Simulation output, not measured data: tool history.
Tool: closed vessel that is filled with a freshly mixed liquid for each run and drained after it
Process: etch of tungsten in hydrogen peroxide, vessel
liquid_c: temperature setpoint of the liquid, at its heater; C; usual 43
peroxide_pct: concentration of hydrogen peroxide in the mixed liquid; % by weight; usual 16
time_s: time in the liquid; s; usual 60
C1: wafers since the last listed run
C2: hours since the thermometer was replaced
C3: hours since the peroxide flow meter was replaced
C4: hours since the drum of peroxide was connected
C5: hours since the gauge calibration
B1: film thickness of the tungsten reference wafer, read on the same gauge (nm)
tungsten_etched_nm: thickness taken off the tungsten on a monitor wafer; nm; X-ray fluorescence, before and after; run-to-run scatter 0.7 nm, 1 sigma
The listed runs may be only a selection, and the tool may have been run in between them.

run 1 hour=0 | liquid_c=43 peroxide_pct=16 time_s=60 | C1=0 C2=1040.8 C3=273 C4=413.2 C5=2665.7 | B1=139.99 | tungsten_etched_nm=69.25
run 2 hour=49.9 | liquid_c=43 peroxide_pct=16 time_s=60 | C1=5130 C2=1090.7 C3=322.9 C4=463.1 C5=2715.6 | B1=140 | tungsten_etched_nm=68.8
run 3 hour=112.4 | liquid_c=43 peroxide_pct=16 time_s=60 | C1=6426 C2=1153.2 C3=385.4 C4=525.6 C5=2778.1 | B1=139.98 | tungsten_etched_nm=68.26
run 4 hour=156.8 | liquid_c=43 peroxide_pct=16 time_s=60 | C1=4565 C2=1197.6 C3=429.8 C4=570 C5=2822.5 | B1=140.02 | tungsten_etched_nm=67.78
run 5 hour=218.8 | liquid_c=51 peroxide_pct=16 time_s=60 | C1=6374 C2=1259.6 C3=491.8 C4=632 C5=2884.5 | B1=140 | tungsten_etched_nm=111.65
run 6 hour=284.1 | liquid_c=43 peroxide_pct=16 time_s=60 | C1=6714 C2=1324.9 C3=557.1 C4=697.3 C5=2949.8 | B1=140 | tungsten_etched_nm=67.87
run 7 hour=375.5 | liquid_c=43 peroxide_pct=16 time_s=60 | C1=9397 C2=1416.3 C3=648.5 C4=788.7 C5=3041.2 | B1=139.98 | tungsten_etched_nm=67.02
run 8 hour=449.8 | liquid_c=43 peroxide_pct=16 time_s=60 | C1=7639 C2=1490.6 C3=722.8 C4=863 C5=3115.5 | B1=140.02 | tungsten_etched_nm=67.86
run 9 hour=550.6 | liquid_c=43 peroxide_pct=16 time_s=60 | C1=10364 C2=1591.4 C3=823.6 C4=963.8 C5=3216.3 | B1=140 | tungsten_etched_nm=67.13
-- hour=633.8 new drum of peroxide connected
run 10 hour=652.1 | liquid_c=43 peroxide_pct=16 time_s=60 | C1=10333 C2=1692.9 C3=925.1 C4=18.3 C5=3317.8 | B1=139.99 | tungsten_etched_nm=66.83
run 11 hour=722.8 | liquid_c=43 peroxide_pct=16 time_s=60 | C1=7269 C2=1763.6 C3=995.8 C4=89 C5=3388.5 | B1=139.98 | tungsten_etched_nm=66.1
run 12 hour=829.9 | liquid_c=43 peroxide_pct=16 time_s=60 | C1=11012 C2=1870.7 C3=1102.9 C4=196.1 C5=3495.6 | B1=140.03 | tungsten_etched_nm=66.34
run 13 hour=927.4 | liquid_c=43 peroxide_pct=16 time_s=60 | C1=10025 C2=1968.2 C3=1200.4 C4=293.6 C5=3593.1 | B1=139.97 | tungsten_etched_nm=65.58
run 14 hour=979.3 | liquid_c=43 peroxide_pct=16 time_s=60 | C1=5336 C2=2020.1 C3=1252.3 C4=345.5 C5=3645 | B1=139.98 | tungsten_etched_nm=66.53
run 15 hour=1049.6 | liquid_c=36 peroxide_pct=20.5 time_s=85 | C1=7228 C2=2090.4 C3=1322.6 C4=415.8 C5=3715.3 | B1=140 | tungsten_etched_nm=66.64

Predict the results of run 16:
run 16 hour=1146.8 | liquid_c=43 peroxide_pct=13.5 time_s=75 | C1=9994 C2=2187.6 C3=1419.8 C4=513 C5=3812.5 | B1=? | tungsten_etched_nm=?

{"run 16": {"B1": 140.01, "tungsten_etched_nm": 75.39}}
Minus the tool's unlogged condition, the same run would have read tungsten_etched_nm 82.79 nm.
